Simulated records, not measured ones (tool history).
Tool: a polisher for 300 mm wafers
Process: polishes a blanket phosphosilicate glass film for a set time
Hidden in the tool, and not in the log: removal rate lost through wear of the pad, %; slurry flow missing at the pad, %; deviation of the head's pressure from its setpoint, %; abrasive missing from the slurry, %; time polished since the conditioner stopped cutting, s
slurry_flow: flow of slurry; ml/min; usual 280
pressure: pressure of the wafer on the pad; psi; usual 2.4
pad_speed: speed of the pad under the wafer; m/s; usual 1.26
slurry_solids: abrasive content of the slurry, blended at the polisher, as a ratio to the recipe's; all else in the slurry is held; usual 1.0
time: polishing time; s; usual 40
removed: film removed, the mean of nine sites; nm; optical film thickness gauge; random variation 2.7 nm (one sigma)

run,day,slurry_flow,pressure,pad_speed,slurry_solids,time,wafers since the last listed run,wafers polished on this pad,hours since the slurry nozzle was cleaned,hours since the head pressure was calibrated,hours since the slurry blender was calibrated,hours since the conditioning disc was replaced,"incoming thickness of the incoming film, nm",removed
1,0.000,280,2.4,1.26,1.0,40,0,875,96.8,1047.4,378.9,155.7,2212.3,278.0
2,1.488,280,2.4,1.26,1.0,40,217,1093,132.5,1083.1,414.6,191.4,2283.2,272.0
# day 1.867: worn pad replaced by a new one
# day 2.079: slurry blender recalibrated
3,2.917,280,2.4,1.26,1.0,40,172,141,166.8,1117.4,20.1,225.7,2246.2,305.3
4,5.608,280,2.4,1.26,1.0,40,393,535,231.4,1182.0,84.7,290.3,2249.8,300.5
# day 7.904: conditioning disc replaced and pad reconditioned
5,8.146,280,2.4,1.26,1.0,40,358,893,292.3,1242.9,145.6,5.8,2219.7,293.7
6,10.508,280,2.4,1.26,1.0,40,345,1239,349.0,1299.6,202.3,62.5,2254.4,290.4
# day 10.742: worn pad replaced by a new one
# day 10.979: head pressure recalibrated
7,11.779,280,2.4,1.26,1.0,40,149,139,379.5,19.2,232.8,93.0,2222.1,282.6
8,13.042,375,2.4,1.26,1.0,40,184,323,409.8,49.5,263.1,123.3,2265.8,291.6
9,14.496,280,2.4,1.54,1.0,40,212,536,444.7,84.4,298.0,158.2,2223.7,311.0
10,15.588,280,2.4,1.26,1.0,40,159,696,470.9,110.6,324.2,184.4,2238.2,276.2
# day 17.617: slurry nozzle cleaned
# day 17.667: worn pad replaced by a new one
11,17.929,280,2.4,1.26,1.0,40,328,38,7.5,166.8,380.4,240.6,2253.9,278.6
# day 18.983: slurry blender recalibrated
12,20.575,220,3.0,1.00,1.1,40,374,412,71.0,230.3,38.2,304.1,2237.3,332.0
13,21.850,330,2.4,1.00,1.0,28,186,599,101.6,260.9,68.8,334.7,2243.7,189.8
14,24.612,280,2.4,0.86,1.0,47,403,1003,167.9,327.2,135.1,401.0,2233.8,290.0

The tool's hidden state at each run:
removal rate lost through wear of the pad, %: 0 in every run
slurry flow missing at the pad, %: 0 in every run
deviation of the head's pressure from its setpoint, %: 0 in every run
time polished since the conditioner stopped cutting, s: 0 in every run
H1: abrasive missing from the slurry, %
run,H1
1,34.6
2,37.5
3,3.59
4,8.81
5,13.7
6,18.3
7,20.8
8,23.2
9,26
10,28.2
11,32.7
12,7.84
13,10.3
14,15.7

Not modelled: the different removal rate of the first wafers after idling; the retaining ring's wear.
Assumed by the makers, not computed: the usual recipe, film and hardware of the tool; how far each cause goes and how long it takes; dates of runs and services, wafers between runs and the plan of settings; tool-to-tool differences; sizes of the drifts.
